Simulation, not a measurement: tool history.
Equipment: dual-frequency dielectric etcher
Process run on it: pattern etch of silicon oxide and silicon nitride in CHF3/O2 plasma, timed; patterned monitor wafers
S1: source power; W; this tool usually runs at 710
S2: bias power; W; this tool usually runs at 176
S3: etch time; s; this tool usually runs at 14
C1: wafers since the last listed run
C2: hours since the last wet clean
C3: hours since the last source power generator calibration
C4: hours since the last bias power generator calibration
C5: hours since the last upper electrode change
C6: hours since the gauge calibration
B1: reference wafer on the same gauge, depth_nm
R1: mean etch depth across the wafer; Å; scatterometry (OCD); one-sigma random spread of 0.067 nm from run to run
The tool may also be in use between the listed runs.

run	day	S1	S2	S3	C1	C2	C3	C4	C5	C6	B1	R1
1	0	710	194	14	0	272	1290.3	4680.7	4383.9	247	16.6	205.3
2	1.138	710	194	14	311	299.3	1317.6	4708	4411.2	274.3	16.6	206.9
# day 2.704: upper electrode replaced
3	2.725	710	176	17	160	337.4	1355.7	4746.1	0.5	312.4	16.6	238
4	3.008	710	176	14	77	344.2	1362.5	4752.9	7.3	319.2	16.61	196
5	3.812	710	176	14	220	363.5	1381.8	4772.2	26.6	338.5	16.61	196.8
6	4.383	710	176	14	156	377.2	1395.5	4785.9	40.3	352.2	16.6	196.8
7	5.783	710	176	14	383	410.8	1429.1	4819.5	73.9	385.8	16.6	195.7
8	6.283	710	176	14	136	422.8	1441.1	4831.5	85.9	397.8	16.61	196.7
# day 7.725: wet clean of the chamber
9	7.746	870	176	14	126	0.5	1476.2	4866.6	121	432.9	16.6	221.6
10	8.288	660	150	17	148	13.5	1489.2	4879.6	134	445.9	16.61	210.8
11	9.567	710	176	14	350	44.2	1519.9	4910.3	164.7	476.6	16.6	195.5
12	10.717	790	176	15.5	315	71.8	1547.5	4937.9	192.3	504.2	16.6	231.9
# day 11: gauge calibrated
13	11.904	710	194	14	325	100.3	1576	4966.4	220.8	21.7	16.6	206.2
# day 13.071: source power generator calibrated
14	13.096	710	176	14	280	128.9	0.6	4995	249.4	50.3	16.6	196.5
15	13.833	710	194	14	202	146.6	18.3	5012.7	267.1	68	16.6	205.4
16	14.638	600	176	14	220	165.9	37.6	5032	286.4	87.3	16.61	175.2
# day 15.029: bias power generator calibrated
17	15.425	710	176	11.5	170	184.8	56.5	9.5	305.3	106.2	16.59	161.8
18	16.058	540	176	14	173	200	71.7	24.7	320.5	121.4	16.59	163.2
19	17.312	790	176	14	343	230.1	101.8	54.8	350.6	151.5	16.61	209.7
20	18.379	770	204	17	292	255.7	127.4	80.4	376.2	177.1	16.6	269.3
21	19.542	710	176	14	318	283.6	155.3	108.3	404.1	205	16.6	195.6
22	20.65	760	176	16.5	303	310.2	181.9	134.9	430.7	231.6	16.58	240.7
23	22.083	640	176	15	392	344.6	216.3	169.3	465.1	266	16.6	196.7
24	23.338	540	193	14	343	374.7	246.4	199.4	495.2	296.1	16.6	170.3
# day 24.512: wet clean of the chamber
25	24.533	710	176	14	53	0.5	275.1	228.1	523.9	324.8	16.59	196.2
26	24.546	710	176	17.5	3	0.8	275.4	228.4	524.2	325.1	16.61	246.6
27	25.108	760	152	13	154	14.3	288.9	241.9	537.7	338.6	16.61	176.7
28	25.717	800	165	10.5	166	28.9	303.5	256.5	552.3	353.2	16.59	152.8
29	26.704	800	205	17	270	52.6	327.2	280.2	576	376.9	16.6	276.5

Branching from run 29: 5 alternative next runs. What would each branch give?
A	26.721	710	176	14	4	53	327.6	280.6	576.4	377.3	?	?
B	26.721	710	176	12	4	53	327.6	280.6	576.4	377.3	?	?
C	26.721	860	191	10.5	4	53	327.6	280.6	576.4	377.3	?	?
D	26.721	710	155	14	4	53	327.6	280.6	576.4	377.3	?	?
E	26.721	710	192	14	4	53	327.6	280.6	576.4	377.3	?	?

run	B1	R1
A	16.59	198.1
B	16.59	169.8
C	16.59	173
D	16.59	185.9
E	16.59	206.6
Without the tool's unlogged condition, the same runs would have read:
run	R1
A	198.1
B	169.8
C	173
D	185.9
E	206.6
